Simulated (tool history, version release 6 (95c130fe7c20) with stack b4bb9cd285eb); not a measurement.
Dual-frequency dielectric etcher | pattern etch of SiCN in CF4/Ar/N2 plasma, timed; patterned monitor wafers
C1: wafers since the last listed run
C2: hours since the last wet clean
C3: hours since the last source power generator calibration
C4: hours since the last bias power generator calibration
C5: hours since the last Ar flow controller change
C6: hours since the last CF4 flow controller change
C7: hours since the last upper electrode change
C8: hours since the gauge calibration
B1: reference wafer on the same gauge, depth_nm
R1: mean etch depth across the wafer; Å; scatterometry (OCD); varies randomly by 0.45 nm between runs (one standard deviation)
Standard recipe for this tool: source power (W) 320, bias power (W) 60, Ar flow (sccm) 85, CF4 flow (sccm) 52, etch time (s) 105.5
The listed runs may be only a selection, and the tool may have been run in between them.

run 1 hour=0.0 | source_power_(W)=320 bias_power_(W)=74 Ar_flow_(sccm)=85 CF4_flow_(sccm)=57 etch_time_(s)=105.5 | C1=0 C2=442.2 C3=285.8 C4=1276.4 C5=5116.3 C6=51.9 C7=96.4 C8=60.1 | B1=62.9 | R1=727
-- hour=29.4 wet clean of the chamber
-- hour=31.6 Ar flow controller replaced
run 2 hour=32.1 | source_power_(W)=320 bias_power_(W)=74 Ar_flow_(sccm)=85 CF4_flow_(sccm)=52 etch_time_(s)=86.0 | C1=50 C2=2.7 C3=317.9 C4=1308.5 C5=0.5 C6=84.0 C7=128.5 C8=92.2 | B1=62.9 | R1=602
run 3 hour=53.3 | source_power_(W)=320 bias_power_(W)=48 Ar_flow_(sccm)=96 CF4_flow_(sccm)=43 etch_time_(s)=105.5 | C1=182 C2=23.9 C3=339.1 C4=1329.7 C5=21.7 C6=105.2 C7=149.7 C8=113.4 | B1=62.7 | R1=575
run 4 hour=73.2 | source_power_(W)=320 bias_power_(W)=60 Ar_flow_(sccm)=85 CF4_flow_(sccm)=52 etch_time_(s)=105.5 | C1=171 C2=43.8 C3=359.0 C4=1349.6 C5=41.6 C6=125.1 C7=169.6 C8=133.3 | B1=62.8 | R1=662
run 5 hour=97.7 | source_power_(W)=320 bias_power_(W)=60 Ar_flow_(sccm)=66 CF4_flow_(sccm)=59 etch_time_(s)=79.0 | C1=211 C2=68.3 C3=383.5 C4=1374.1 C5=66.1 C6=149.6 C7=194.1 C8=157.8 | B1=62.8 | R1=522
run 6 hour=115.7 | source_power_(W)=260 bias_power_(W)=45 Ar_flow_(sccm)=85 CF4_flow_(sccm)=65 etch_time_(s)=121.0 | C1=155 C2=86.3 C3=401.5 C4=1392.1 C5=84.1 C6=167.6 C7=212.1 C8=175.8 | B1=62.8 | R1=577
run 7 hour=139.8 | source_power_(W)=320 bias_power_(W)=48 Ar_flow_(sccm)=85 CF4_flow_(sccm)=46 etch_time_(s)=80.0 | C1=207 C2=110.4 C3=425.6 C4=1416.2 C5=108.2 C6=191.7 C7=236.2 C8=199.9 | B1=62.7 | R1=443
run 8 hour=172.5 | source_power_(W)=320 bias_power_(W)=60 Ar_flow_(sccm)=85 CF4_flow_(sccm)=52 etch_time_(s)=105.5 | C1=281 C2=143.1 C3=458.3 C4=1448.9 C5=140.9 C6=224.4 C7=268.9 C8=232.6 | B1=62.8 | R1=659
run 9 hour=189.3 | source_power_(W)=290 bias_power_(W)=60 Ar_flow_(sccm)=85 CF4_flow_(sccm)=52 etch_time_(s)=89.0 | C1=144 C2=159.9 C3=475.1 C4=1465.7 C5=157.7 C6=241.2 C7=285.7 C8=249.4 | B1=62.7 | R1=509
run 10 hour=295.8 | source_power_(W)=320 bias_power_(W)=60 Ar_flow_(sccm)=85 CF4_flow_(sccm)=52 etch_time_(s)=105.5 | C1=917 C2=266.4 C3=581.6 C4=1572.2 C5=264.2 C6=347.7 C7=392.2 C8=355.9 | B1=62.7 | R1=653
-- hour=308.0 bias power generator calibrated
run 11 hour=309.5 | source_power_(W)=320 bias_power_(W)=60 Ar_flow_(sccm)=99 CF4_flow_(sccm)=52 etch_time_(s)=105.5 | C1=83 C2=280.1 C3=595.3 C4=1.5 C5=277.9 C6=361.4 C7=405.9 C8=369.6 | B1=62.8 | R1=638
run 12 hour=332.1 | source_power_(W)=320 bias_power_(W)=60 Ar_flow_(sccm)=101 CF4_flow_(sccm)=52 etch_time_(s)=105.5 | C1=194 C2=302.7 C3=617.9 C4=24.1 C5=300.5 C6=384.0 C7=428.5 C8=392.2 | B1=62.8 | R1=641
run 13 hour=355.3 | source_power_(W)=320 bias_power_(W)=69 Ar_flow_(sccm)=85 CF4_flow_(sccm)=60 etch_time_(s)=105.5 | C1=199 C2=325.9 C3=641.1 C4=47.3 C5=323.7 C6=407.2 C7=451.7 C8=415.4 | B1=62.8 | R1=707
run 14 hour=380.2 | source_power_(W)=320 bias_power_(W)=54 Ar_flow_(sccm)=85 CF4_flow_(sccm)=52 etch_time_(s)=105.5 | C1=214 C2=350.8 C3=666.0 C4=72.2 C5=348.6 C6=432.1 C7=476.6 C8=440.3 | B1=62.7 | R1=625
run 15 hour=397.5 | source_power_(W)=320 bias_power_(W)=60 Ar_flow_(sccm)=85 CF4_flow_(sccm)=52 etch_time_(s)=105.5 | C1=149 C2=368.1 C3=683.3 C4=89.5 C5=365.9 C6=449.4 C7=493.9 C8=457.6 | B1=62.9 | R1=651
run 16 hour=433.1 | source_power_(W)=270 bias_power_(W)=60 Ar_flow_(sccm)=85 CF4_flow_(sccm)=65 etch_time_(s)=105.5 | C1=306 C2=403.7 C3=718.9 C4=125.1 C5=401.5 C6=485.0 C7=529.5 C8=493.2 | B1=62.8 | R1=578
run 17 hour=449.4 | source_power_(W)=370 bias_power_(W)=60 Ar_flow_(sccm)=105 CF4_flow_(sccm)=52 etch_time_(s)=105.5 | C1=140 C2=420.0 C3=735.2 C4=141.4 C5=417.8 C6=501.3 C7=545.8 C8=509.5 | B1=62.9 | R1=712
run 18 hour=484.2 | source_power_(W)=290 bias_power_(W)=65 Ar_flow_(sccm)=100 CF4_flow_(sccm)=43 etch_time_(s)=105.5 | C1=299 C2=454.8 C3=770.0 C4=176.2 C5=452.6 C6=536.1 C7=580.6 C8=544.3 | B1=62.8 | R1=584
run 19 hour=519.6 | source_power_(W)=320 bias_power_(W)=53 Ar_flow_(sccm)=85 CF4_flow_(sccm)=52 etch_time_(s)=105.5 | C1=304 C2=490.2 C3=805.4 C4=211.6 C5=488.0 C6=571.5 C7=616.0 C8=579.7 | B1=62.9 | R1=613
-- hour=555.2 wet clean of the chamber
run 20 hour=555.7 | source_power_(W)=320 bias_power_(W)=60 Ar_flow_(sccm)=85 CF4_flow_(sccm)=52 etch_time_(s)=81.0 | C1=104 C2=0.5 C3=841.5 C4=247.7 C5=524.1 C6=607.6 C7=652.1 C8=615.8 | B1=62.8 | R1=513
run 21 hour=564.9 | source_power_(W)=320 bias_power_(W)=60 Ar_flow_(sccm)=85 CF4_flow_(sccm)=52 etch_time_(s)=105.5 | C1=79 C2=9.7 C3=850.7 C4=256.9 C5=533.3 C6=616.8 C7=661.3 C8=625.0 | B1=62.9 | R1=670
run 22 hour=592.3 | source_power_(W)=350 bias_power_(W)=60 Ar_flow_(sccm)=85 CF4_flow_(sccm)=52 etch_time_(s)=134.0 | C1=235 C2=37.1 C3=878.1 C4=284.3 C5=560.7 C6=644.2 C7=688.7 C8=652.4 | B1=62.8 | R1=934

Hidden state at the last listed run before each entry between runs and at the first one after, where it differs:
In the gap between runs 1 and 2: wet clean of the chamber (hour 29.4); Ar flow controller replaced (hour 31.6)
  etch rate over this chamber's usual, %: -3.14 -> -0.14
  difference, measured minus the result without the unlogged condition, R1: -24 -> -1 Å
In the gap between runs 10 and 11: bias power generator calibrated (hour 308.0)
  etch rate over this chamber's usual, %: -2.05 -> -2.15
  difference, measured minus the result without the unlogged condition, R1: -14 -> -14 Å
In the gap between runs 19 and 20: wet clean of the chamber (hour 555.2)
  etch rate over this chamber's usual, %: -3.68 -> 0.49
  difference, measured minus the result without the unlogged condition, R1: -24 -> +2 Å

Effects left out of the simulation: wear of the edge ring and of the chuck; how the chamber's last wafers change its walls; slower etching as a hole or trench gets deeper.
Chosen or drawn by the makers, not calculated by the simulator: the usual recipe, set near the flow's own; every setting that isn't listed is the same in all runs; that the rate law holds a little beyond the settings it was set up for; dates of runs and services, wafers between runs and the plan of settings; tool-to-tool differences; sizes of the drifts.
